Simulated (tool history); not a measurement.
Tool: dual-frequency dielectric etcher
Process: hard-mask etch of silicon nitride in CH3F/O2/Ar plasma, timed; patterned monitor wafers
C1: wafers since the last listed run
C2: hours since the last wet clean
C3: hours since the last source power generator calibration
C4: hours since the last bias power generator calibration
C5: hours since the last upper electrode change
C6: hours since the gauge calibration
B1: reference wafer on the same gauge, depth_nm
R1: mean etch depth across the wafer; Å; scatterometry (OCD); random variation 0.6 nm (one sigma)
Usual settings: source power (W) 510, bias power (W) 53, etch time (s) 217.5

Run 1, hour 0.0: usual settings but bias power (W) 48, etch time (s) 249.5; C1 0; C2 414.5; C3 1855.7; C4 2040.9; C5 6026.6; C6 96.7; B1 150.9. Result: R1 1546 Å.
At hour 12.2: gauge calibrated.
Run 2, hour 17.4: usual settings but bias power (W) 58; C1 96; C2 431.9; C3 1873.1; C4 2058.3; C5 6044.0; C6 5.2; B1 151.1. Result: R1 1466 Å.
Run 3, hour 28.8: usual settings but bias power (W) 60; C1 63; C2 443.3; C3 1884.5; C4 2069.7; C5 6055.4; C6 16.6; B1 151.0. Result: R1 1493 Å.
Run 4, hour 43.0: usual settings but bias power (W) 60; C1 78; C2 457.5; C3 1898.7; C4 2083.9; C5 6069.6; C6 30.8; B1 150.8. Result: R1 1479 Å.
Run 5, hour 52.2: usual settings but bias power (W) 60; C1 51; C2 466.7; C3 1907.9; C4 2093.1; C5 6078.8; C6 40.0; B1 150.7. Result: R1 1485 Å.
At hour 78.2: wet clean of the chamber.
Run 6, hour 78.7: usual settings; C1 13; C2 0.5; C3 1934.4; C4 2119.6; C5 6105.3; C6 66.5; B1 151.0. Result: R1 1460 Å.
Run 7, hour 79.1: usual settings; C1 2; C2 0.9; C3 1934.8; C4 2120.0; C5 6105.7; C6 66.9; B1 150.8. Result: R1 1469 Å.
Run 8, hour 83.8: usual settings but etch time (s) 234.0; C1 26; C2 5.6; C3 1939.5; C4 2124.7; C5 6110.4; C6 71.6; B1 150.9. Result: R1 1584 Å.
Run 9, hour 98.9: usual settings but source power (W) 600, bias power (W) 43, etch time (s) 276.0; C1 83; C2 20.7; C3 1954.6; C4 2139.8; C5 6125.5; C6 86.7; B1 151.0. Result: R1 1792 Å.
At hour 99.1: gauge calibrated.
Run 10, hour 108.3: usual settings; C1 52; C2 30.1; C3 1964.0; C4 2149.2; C5 6134.9; C6 9.2; B1 150.9. Result: R1 1452 Å.
At hour 112.8: bias power generator calibrated.
At hour 130.2: source power generator calibrated.
At hour 133.3: upper electrode replaced.
Run 11, hour 133.8: usual settings; C1 80; C2 55.6; C3 3.6; C4 21.0; C5 0.5; C6 34.7; B1 151.1. Result: R1 1445 Å.
Run 12, hour 138.2: usual settings but bias power (W) 62, etch time (s) 163.5; C1 24; C2 60.0; C3 8.0; C4 25.4; C5 4.9; C6 39.1; B1 150.9. Result: R1 1168 Å.
Run 13, hour 152.8: usual settings; C1 80; C2 74.6; C3 22.6; C4 40.0; C5 19.5; C6 53.7; B1 150.9. Result: R1 1440 Å.
Run 14, hour 169.3: usual settings but source power (W) 440, etch time (s) 191.5; C1 91; C2 91.1; C3 39.1; C4 56.5; C5 36.0; C6 70.2; B1 150.9. Result: R1 1213 Å.

3 ways to go on from here, each from the tool as it stands after run 14. What would each give?
Run A, hour 169.8: usual settings but etch time (s) 198.5; C1 2; C2 91.6; C3 39.6; C4 57.0; C5 36.5; C6 70.7; B1 ?. Result: R1 ?.
Run B, hour 169.8: usual settings but source power (W) 430, bias power (W) 44; C1 2; C2 91.6; C3 39.6; C4 57.0; C5 36.5; C6 70.7; B1 ?. Result: R1 ?.
Run C, hour 169.8: usual settings but source power (W) 480; C1 2; C2 91.6; C3 39.6; C4 57.0; C5 36.5; C6 70.7; B1 ?. Result: R1 ?.

run     B1    R1
  A  150.9  1321
  B  150.9  1250
  C  150.9  1417
Without the tool's hidden state the same runs would have given:
run    R1
  A  1335
  B  1263
  C  1432

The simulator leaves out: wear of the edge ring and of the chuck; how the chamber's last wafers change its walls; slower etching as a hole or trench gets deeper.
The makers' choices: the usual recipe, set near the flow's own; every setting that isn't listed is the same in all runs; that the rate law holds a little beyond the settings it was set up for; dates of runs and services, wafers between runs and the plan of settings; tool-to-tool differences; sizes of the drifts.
